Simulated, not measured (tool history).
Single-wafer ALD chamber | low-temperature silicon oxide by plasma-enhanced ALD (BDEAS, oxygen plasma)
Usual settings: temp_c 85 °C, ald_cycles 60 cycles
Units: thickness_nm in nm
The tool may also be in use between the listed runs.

| run | day | temp_c | ald_cycles | read-back reference wafer on the same gauge, thickness_nm | thickness_nm |
|---|---|---|---|---|---|
| 1 | 0.000 | 85 | 63 | 8.037 | 8.761 |
| 2 | 5.779 | 85 | 60 | 8.037 | 8.295 |
| 3 | 8.033 | 85 | 60 | 8.049 | 8.287 |
| 4 | 9.192 | 85 | 60 | 8.046 | 8.271 |
| 5 | 10.662 | 85 | 60 | 8.049 | 8.357 |
| 6 | 13.658 | 80 | 60 | 8.040 | 8.416 |
| 7 | 16.638 | 80 | 60 | 8.050 | 8.468 |
| 8 | 20.467 | 80 | 60 | 8.040 | 8.426 |
| 9 | 21.825 | 85 | 60 | 8.044 | 8.263 |
| 10 | 23.596 | 85 | 60 | 8.042 | 8.173 |
| 11 | 26.546 | 85 | 60 | 8.046 | 8.250 |
| 12 | 28.083 | 85 | 60 | 8.042 | 8.222 |
| 13 | 29.450 | 85 | 60 | 8.037 | 8.249 |
| 14 | 30.875 | 81 | 64 | 8.044 | 8.924 |
| 15 | 33.692 | 76 | 64 | 8.029 | 9.128 |
|  | 36.388 | thermocouple changed; heater temperature recalibrated |
| 16 | 36.471 | 85 | 60 | 8.041 | 8.493 |
| 17 | 37.996 | 75 | 68 | 8.043 | 9.940 |
| 18 | 39.325 | 85 | 60 | 8.040 | 8.486 |
| 19 | 40.533 | 85 | 60 | 8.026 | 8.483 |
| 20 | 42.367 | 93 | 57 | 8.029 | 7.742 |
| 21 | 44.792 | 85 | 60 | 8.041 | 8.450 |
|  | 46.342 | gauge calibrated |
| 22 | 46.396 | 97 | 72 | 8.050 | 9.732 |
| 23 | 54.696 | 85 | 60 | 8.037 | 8.408 |
| 24 | 57.638 | 79 | 67 | 8.042 | 9.630 |
| 25 | 59.796 | 85 | 49 | 8.040 | 6.821 |
| 26 | 62.079 | 85 | 50 | 8.043 | 7.046 |
| 27 | 63.825 | 85 | 60 | 8.046 | 8.439 |
| 28 | 66.042 | 91 | 54 | 8.034 | 7.375 |
| 29 | 68.800 | 85 | 56 | 8.048 | 7.816 |
| 30 | 70.058 | 99 | 64 | 8.026 | 8.532 |

3 ways to go on from here, each from the tool as it stands after run 30. What would each give?
| A | 70.079 | 85 | 60 | ? | ? |
| B | 70.079 | 80 | 67 | ? | ? |
| C | 70.079 | 74 | 69 | ? | ? |

| run | read-back reference wafer on the same gauge, thickness_nm | thickness_nm |
|---|---|---|
| A | 8.043 | 8.351 |
| B | 8.043 | 9.508 |
| C | 8.043 | 10.019 |
Without the tool's hidden state the same runs would have given:
| run | thickness_nm |
|---|---|
| A | 8.409 |
| B | 9.573 |
| C | 10.085 |
